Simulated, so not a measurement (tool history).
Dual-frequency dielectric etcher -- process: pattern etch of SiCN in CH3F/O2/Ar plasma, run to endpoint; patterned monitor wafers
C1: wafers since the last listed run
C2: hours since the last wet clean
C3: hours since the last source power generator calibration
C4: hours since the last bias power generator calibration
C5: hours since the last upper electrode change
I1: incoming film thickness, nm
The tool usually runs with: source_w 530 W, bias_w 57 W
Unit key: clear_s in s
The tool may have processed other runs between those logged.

Run 1, hour 0.0: usual settings; C1 0; C2 119.9; C3 1916.7; C4 2102.2; C5 4888.8; I1 9.61. Result: clear_s 23.2 s.
Run 2, hour 7.8: usual settings but bias_w 47 W; C1 104; C2 127.7; C3 1924.5; C4 2110.0; C5 4896.6; I1 9.51. Result: clear_s 24.1 s.
Run 3, hour 19.7: usual settings but bias_w 47 W; C1 159; C2 139.6; C3 1936.4; C4 2121.9; C5 4908.5; I1 9.47. Result: clear_s 23.9 s.
Run 4, hour 29.1: usual settings but bias_w 47 W; C1 125; C2 149.0; C3 1945.8; C4 2131.3; C5 4917.9; I1 9.52. Result: clear_s 24.0 s.
Run 5, hour 37.7: usual settings; C1 115; C2 157.6; C3 1954.4; C4 2139.9; C5 4926.5; I1 9.58. Result: clear_s 23.2 s.
Run 6, hour 47.7: usual settings; C1 133; C2 167.6; C3 1964.4; C4 2149.9; C5 4936.5; I1 9.45. Result: clear_s 22.6 s.
Run 7, hour 56.0: usual settings; C1 111; C2 175.9; C3 1972.7; C4 2158.2; C5 4944.8; I1 9.53. Result: clear_s 23.0 s.
Run 8, hour 71.7: usual settings; C1 210; C2 191.6; C3 1988.4; C4 2173.9; C5 4960.5; I1 9.50. Result: clear_s 22.8 s.
At hour 102.9: upper electrode replaced.
Run 9, hour 103.4: usual settings; C1 103; C2 223.3; C3 2020.1; C4 2205.6; C5 0.5; I1 9.50. Result: clear_s 22.8 s.
Run 10, hour 103.7: usual settings; C1 4; C2 223.6; C3 2020.4; C4 2205.9; C5 0.8; I1 9.48. Result: clear_s 22.8 s.
At hour 113.9: source power generator calibrated.
Run 11, hour 114.4: usual settings; C1 89; C2 234.3; C3 0.5; C4 2216.6; C5 11.5; I1 9.50. Result: clear_s 22.8 s.
Run 12, hour 129.1: usual settings but source_w 590 W; C1 196; C2 249.0; C3 15.2; C4 2231.3; C5 26.2; I1 9.46. Result: clear_s 21.8 s.
Run 13, hour 146.9: usual settings but source_w 620 W; C1 238; C2 266.8; C3 33.0; C4 2249.1; C5 44.0; I1 9.55. Result: clear_s 21.4 s.
Run 14, hour 162.0: usual settings; C1 202; C2 281.9; C3 48.1; C4 2264.2; C5 59.1; I1 9.44. Result: clear_s 22.5 s.
Run 15, hour 175.8: usual settings; C1 184; C2 295.7; C3 61.9; C4 2278.0; C5 72.9; I1 9.49. Result: clear_s 22.7 s.
Run 16, hour 186.7: usual settings but source_w 460 W; C1 146; C2 306.6; C3 72.8; C4 2288.9; C5 83.8; I1 9.44. Result: clear_s 23.9 s.
Run 17, hour 201.2: usual settings but source_w 580 W, bias_w 53 W; C1 194; C2 321.1; C3 87.3; C4 2303.4; C5 98.3; I1 9.50. Result: clear_s 22.3 s.
Run 18, hour 209.2: usual settings but source_w 650 W, bias_w 63 W; C1 107; C2 329.1; C3 95.3; C4 2311.4; C5 106.3; I1 9.55. Result: clear_s 20.6 s.
Run 19, hour 219.8: usual settings; C1 142; C2 339.7; C3 105.9; C4 2322.0; C5 116.9; I1 9.60. Result: clear_s 22.9 s.
Run 20, hour 230.2: usual settings but source_w 600 W, bias_w 68 W; C1 139; C2 350.1; C3 116.3; C4 2332.4; C5 127.3; I1 9.52. Result: clear_s 20.5 s.
Run 21, hour 247.5: usual settings but bias_w 68 W; C1 231; C2 367.4; C3 133.6; C4 2349.7; C5 144.6; I1 9.58. Result: clear_s 22.0 s.
Run 22, hour 253.7: usual settings; C1 83; C2 373.6; C3 139.8; C4 2355.9; C5 150.8; I1 9.44. Result: clear_s 22.5 s.
At hour 285.3: wet clean of the chamber.
Run 23, hour 285.8: usual settings; C1 108; C2 0.5; C3 171.9; C4 2388.0; C5 182.9; I1 9.55. Result: clear_s 23.4 s.
Run 24, hour 286.1: usual settings; C1 4; C2 0.8; C3 172.2; C4 2388.3; C5 183.2; I1 9.53. Result: clear_s 23.4 s.
Run 25, hour 286.5: usual settings; C1 5; C2 1.2; C3 172.6; C4 2388.7; C5 183.6; I1 9.56. Result: clear_s 23.5 s.
Run 26, hour 298.2: usual settings; C1 156; C2 12.9; C3 184.3; C4 2400.4; C5 195.3; I1 9.56. Result: clear_s 23.5 s.
Run 27, hour 310.4: usual settings but source_w 480 W, bias_w 46 W; C1 163; C2 25.1; C3 196.5; C4 2412.6; C5 207.5; I1 9.38. Result: clear_s 25.1 s.
Run 28, hour 325.7: usual settings but source_w 490 W, bias_w 52 W; C1 205; C2 40.4; C3 211.8; C4 2427.9; C5 222.8; I1 9.47. Result: clear_s 24.2 s.
Run 29, hour 334.3: usual settings; C1 115; C2 49.0; C3 220.4; C4 2436.5; C5 231.4; I1 9.51. Result: clear_s 23.4 s.
Run 30, hour 350.7: usual settings; C1 219; C2 65.4; C3 236.8; C4 2452.9; C5 247.8; I1 9.49. Result: clear_s 23.2 s.
Run 31, hour 362.3: usual settings but source_w 630 W, bias_w 51 W; C1 155; C2 77.0; C3 248.4; C4 2464.5; C5 259.4; I1 9.45. Result: clear_s 22.0 s.
At hour 373.0: bias power generator calibrated.
Run 32, hour 377.6: usual settings but source_w 460 W, bias_w 63 W; C1 151; C2 92.3; C3 263.7; C4 4.6; C5 274.7; I1 9.47. Result: clear_s 23.8 s.
Run 33, hour 383.9: usual settings but source_w 570 W; C1 84; C2 98.6; C3 270.0; C4 10.9; C5 281.0; I1 9.57. Result: clear_s 22.6 s.
Run 34, hour 427.0: usual settings; C1 577; C2 141.7; C3 313.1; C4 54.0; C5 324.1; I1 9.48. Result: clear_s 22.9 s.
Run 35, hour 467.9: usual settings but source_w 460 W, bias_w 46 W; C1 548; C2 182.6; C3 354.0; C4 94.9; C5 365.0; I1 9.54. Result: clear_s 25.8 s.
Run 36, hour 477.9: usual settings but bias_w 71 W; C1 133; C2 192.6; C3 364.0; C4 104.9; C5 375.0; I1 9.51. Result: clear_s 21.8 s.
Run 37, hour 494.7: usual settings but source_w 430 W, bias_w 69 W; C1 225; C2 209.4; C3 380.8; C4 121.7; C5 391.8; I1 9.49. Result: clear_s 23.8 s.

Alternative continuations, all from the tool just after run 37; predict every row:
Run A, hour 495.1: usual settings but bias_w 52 W; C1 5; C2 209.8; C3 381.2; C4 122.1; C5 392.2; I1 9.44. Result: clear_s ?.
Run B, hour 495.1: usual settings but bias_w 67 W; C1 5; C2 209.8; C3 381.2; C4 122.1; C5 392.2; I1 9.44. Result: clear_s ?.
Run C, hour 495.1: usual settings but source_w 480 W, bias_w 50 W; C1 5; C2 209.8; C3 381.2; C4 122.1; C5 392.2; I1 9.44. Result: clear_s ?.

run  clear_s
  A     23.2
  B     21.8
  C     24.4
Had the tool no hidden state, the same runs would have come out as:
run  clear_s
  A     23.5
  B     22.1
  C     24.7
